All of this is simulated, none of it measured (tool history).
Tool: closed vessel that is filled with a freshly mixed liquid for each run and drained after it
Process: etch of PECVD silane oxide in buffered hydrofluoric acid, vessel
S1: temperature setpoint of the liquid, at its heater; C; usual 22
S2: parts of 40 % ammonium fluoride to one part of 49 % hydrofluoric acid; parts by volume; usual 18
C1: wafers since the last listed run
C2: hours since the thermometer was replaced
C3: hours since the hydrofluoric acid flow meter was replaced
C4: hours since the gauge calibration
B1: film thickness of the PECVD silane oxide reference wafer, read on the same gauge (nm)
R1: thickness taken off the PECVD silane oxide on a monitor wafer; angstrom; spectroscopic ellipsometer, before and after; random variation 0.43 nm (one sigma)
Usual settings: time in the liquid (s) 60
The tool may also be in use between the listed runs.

run 1 day=0 | S1=18.5 S2=18 time_in_the_liquid_(s)=60 | C1=0 C2=2116.8 C3=256.6 C4=260.9 | B1=60.01 | R1=493.3
run 2 day=0.892 | S1=19.5 S2=18 time_in_the_liquid_(s)=60 | C1=2101 C2=2138.2 C3=278 C4=282.3 | B1=60.01 | R1=517.3
run 3 day=1.904 | S1=19.5 S2=18 time_in_the_liquid_(s)=60 | C1=2386 C2=2162.5 C3=302.3 C4=306.6 | B1=59.99 | R1=520.9
run 4 day=3.575 | S1=19.5 S2=18 time_in_the_liquid_(s)=60 | C1=3937 C2=2202.6 C3=342.4 C4=346.7 | B1=60 | R1=524.5
run 5 day=5.067 | S1=22 S2=18 time_in_the_liquid_(s)=60 | C1=3515 C2=2238.4 C3=378.2 C4=382.5 | B1=60 | R1=598.1
run 6 day=5.9 | S1=22 S2=13 time_in_the_liquid_(s)=60 | C1=1963 C2=2258.4 C3=398.2 C4=402.5 | B1=60 | R1=816.4
run 7 day=6.662 | S1=22 S2=13 time_in_the_liquid_(s)=60 | C1=1796 C2=2276.7 C3=416.5 C4=420.8 | B1=59.99 | R1=828.9
run 8 day=7.767 | S1=22 S2=13 time_in_the_liquid_(s)=60 | C1=2602 C2=2303.2 C3=443 C4=447.3 | B1=60 | R1=818.2
-- day=8.362 hydrofluoric acid flow meter replaced
run 9 day=8.921 | S1=22 S2=18 time_in_the_liquid_(s)=60 | C1=2621 C2=2330.9 C3=13.4 C4=475 | B1=60.01 | R1=598.7
run 10 day=9.704 | S1=25 S2=18 time_in_the_liquid_(s)=85 | C1=1846 C2=2349.7 C3=32.2 C4=493.8 | B1=60 | R1=997.4
run 11 day=10.783 | S1=25 S2=18 time_in_the_liquid_(s)=85 | C1=2543 C2=2375.6 C3=58.1 C4=519.7 | B1=60 | R1=1005.6
run 12 day=11.662 | S1=25 S2=18 time_in_the_liquid_(s)=85 | C1=2071 C2=2396.7 C3=79.2 C4=540.8 | B1=60.02 | R1=1003.7
-- day=12.108 gauge calibrated
run 13 day=12.446 | S1=19 S2=14 time_in_the_liquid_(s)=90 | C1=1846 C2=2415.5 C3=98 C4=8.1 | B1=60.01 | R1=974.8
run 14 day=13.283 | S1=22 S2=18 time_in_the_liquid_(s)=60 | C1=1973 C2=2435.6 C3=118.1 C4=28.2 | B1=60.01 | R1=595.9
run 15 day=14.712 | S1=22 S2=18 time_in_the_liquid_(s)=60 | C1=3368 C2=2469.9 C3=152.4 C4=62.5 | B1=60 | R1=600.8
run 16 day=15.392 | S1=20 S2=18 time_in_the_liquid_(s)=45 | C1=1600 C2=2486.2 C3=168.7 C4=78.8 | B1=60.02 | R1=401.4
run 17 day=16.842 | S1=26 S2=24.5 time_in_the_liquid_(s)=40 | C1=3417 C2=2521 C3=203.5 C4=113.6 | B1=59.98 | R1=387.9
-- day=17.125 thermometer replaced
run 18 day=17.771 | S1=27 S2=18 time_in_the_liquid_(s)=60 | C1=2091 C2=15.5 C3=225.8 C4=135.9 | B1=59.99 | R1=786.4
run 19 day=19.062 | S1=18.5 S2=18 time_in_the_liquid_(s)=95 | C1=3044 C2=46.5 C3=256.8 C4=166.9 | B1=60 | R1=773.6
run 20 day=19.812 | S1=26.5 S2=18 time_in_the_liquid_(s)=60 | C1=1767 C2=64.5 C3=274.8 C4=184.9 | B1=60 | R1=753
run 21 day=21.254 | S1=26 S2=13.5 time_in_the_liquid_(s)=60 | C1=3397 C2=99.1 C3=309.4 C4=219.5 | B1=60.01 | R1=1004.8
run 22 day=22.629 | S1=26.5 S2=18 time_in_the_liquid_(s)=90 | C1=3240 C2=132.1 C3=342.4 C4=252.5 | B1=60 | R1=1133
run 23 day=23.596 | S1=22 S2=18 time_in_the_liquid_(s)=60 | C1=2278 C2=155.3 C3=365.6 C4=275.7 | B1=60 | R1=597.7
run 24 day=24.954 | S1=23.5 S2=18 time_in_the_liquid_(s)=75 | C1=3201 C2=187.9 C3=398.2 C4=308.3 | B1=60.01 | R1=813.9

Run 25 comes next. What will it give?
run 25 day=26.054 | S1=18.5 S2=18 time_in_the_liquid_(s)=60 | C1=2592 C2=214.3 C3=424.6 C4=334.7 | B1=? | R1=?

Run 25 gave B1 60, R1 490.4 angstrom.
Without the tool's hidden state the same run would have given R1 490.4 angstrom.
